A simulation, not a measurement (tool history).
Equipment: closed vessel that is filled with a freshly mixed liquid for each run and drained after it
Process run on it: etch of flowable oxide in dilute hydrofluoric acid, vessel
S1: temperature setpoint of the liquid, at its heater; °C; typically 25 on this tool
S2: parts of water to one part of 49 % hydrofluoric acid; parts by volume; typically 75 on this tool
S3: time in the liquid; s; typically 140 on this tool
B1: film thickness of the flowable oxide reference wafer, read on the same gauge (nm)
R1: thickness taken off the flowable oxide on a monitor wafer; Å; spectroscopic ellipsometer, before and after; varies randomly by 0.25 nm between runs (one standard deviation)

run,hour,S1,S2,S3,B1,R1
1,0,22,75,140,39.94,503.6
2,29.4,22,75,140,40.01,504
3,47.5,22,75,140,40.01,507.4
4,63.3,25,65,140,40.03,664.1
5,124,25,65,140,39.97,668.6
6,156.1,25,75,140,39.99,572.1
7,189.1,25,75,140,39.98,571.9
8,269.4,25,75,140,39.98,574.7
# hour 275.8: gauge calibrated
9,291.9,21.5,75,140,39.99,499
10,305.5,25,75,140,40.05,574.8
11,338.7,25,75,140,39.96,572.4
12,390.9,25,45,140,39.97,999.4
13,405.8,25,75,140,39.96,574.2
14,441.2,25,75,140,39.96,579.3
15,470.3,25,75,140,39.98,577.8
16,485.2,29.5,90,140,40.01,559
17,500,22.5,55,190,40.01,998
# hour 512.9: hydrofluoric acid flow meter replaced
18,513.4,25,50,140,40.01,896.4
19,543.1,25,75,140,39.99,580.9
20,565.9,30,40,205,40.04,2041.1
21,587.2,25,75,140,40,578.7
22,617.6,25,75,140,40.02,583.7
# hour 630.8: thermometer replaced
23,639.8,25,75,140,40,522.5
24,656.5,25,35,60,40,506
25,691.9,29,105,210,40,627.5
26,705.2,30,65,70,40,371.1
27,734.4,27.5,85,220,40,796.1
28,765.1,28.5,75,140,39.97,595.2
29,786.1,25,75,140,40.04,530.1
30,800.9,25,75,140,40.03,521.3
31,815.7,25,75,140,40.04,527.7

Below are 4 alternative next runs, each starting from the tool's condition after run 31. Predict each:
A,816.4,25,75,140,?,?
B,816.4,28.5,75,165,?,?
C,816.4,25,95,200,?,?
D,816.4,25,60,140,?,?

run,B1,R1
A,39.97,523.7
B,39.97,708.3
C,39.97,575.5
D,39.97,667.8
Take away the tool's hidden state, keep each run's random variation, and the runs would have read:
run,R1
A,520.1
B,703.7
C,571.7
D,663.2
